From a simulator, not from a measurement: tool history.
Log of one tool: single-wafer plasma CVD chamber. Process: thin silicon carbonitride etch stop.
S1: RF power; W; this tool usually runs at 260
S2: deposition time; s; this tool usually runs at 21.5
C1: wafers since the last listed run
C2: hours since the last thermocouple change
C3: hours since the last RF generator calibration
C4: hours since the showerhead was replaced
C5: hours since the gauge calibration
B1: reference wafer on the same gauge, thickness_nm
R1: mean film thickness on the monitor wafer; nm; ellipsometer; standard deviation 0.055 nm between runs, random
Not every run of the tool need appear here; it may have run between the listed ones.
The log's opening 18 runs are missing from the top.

run	hour	S1	S2	C1	C2	C3	C4	C5	B1	R1
19	502.9	275	23.3	441	400.6	867.0	278.6	158.9	12.001	15.060
20	530.5	225	18.7	412	428.2	894.6	306.2	186.5	12.004	11.342
# hour 549.2: RF generator calibrated
21	558.7	235	23.3	302	456.4	9.5	334.4	214.7	12.002	14.753
22	587.2	260	21.5	426	484.9	38.0	362.9	243.2	12.004	13.808
23	611.0	260	21.5	355	508.7	61.8	386.7	267.0	12.004	13.944
24	704.9	260	21.5	1403	602.6	155.7	480.6	360.9	11.986	13.740
25	738.7	260	22.7	505	636.4	189.5	514.4	394.7	12.007	14.443
26	765.1	215	20.1	394	662.8	215.9	540.8	421.1	12.013	12.192
27	784.7	275	22.8	293	682.4	235.5	560.4	440.7	11.986	14.680
28	818.3	215	21.5	502	716.0	269.1	594.0	474.3	12.010	13.092
29	846.0	260	19.1	414	743.7	296.8	621.7	502.0	11.992	12.254
30	871.0	235	17.5	373	768.7	321.8	646.7	527.0	11.992	10.833
31	899.0	260	21.5	418	796.7	349.8	674.7	555.0	11.995	13.736
32	923.7	275	24.0	369	821.4	374.5	699.4	579.7	11.996	15.540
33	957.9	305	21.5	511	855.6	408.7	733.6	613.9	12.010	14.329
34	988.8	260	17.9	461	886.5	439.6	764.5	644.8	11.993	11.382
35	1023.9	300	24.8	524	921.6	474.7	799.6	679.9	12.003	16.519

Branching from run 35: 4 alternative next runs. What would each branch give?
A	1024.3	260	24.6	5	922.0	475.1	800.0	680.3	?	?
B	1024.3	260	17.5	5	922.0	475.1	800.0	680.3	?	?
C	1024.3	245	18.7	5	922.0	475.1	800.0	680.3	?	?
D	1024.3	260	23.6	5	922.0	475.1	800.0	680.3	?	?

run	B1	R1
A	11.987	15.557
B	11.987	11.067
C	11.987	11.644
D	11.987	14.925
What these runs would have given with no unlogged condition in the tool:
run	R1
A	15.833
B	11.263
C	11.850
D	15.189
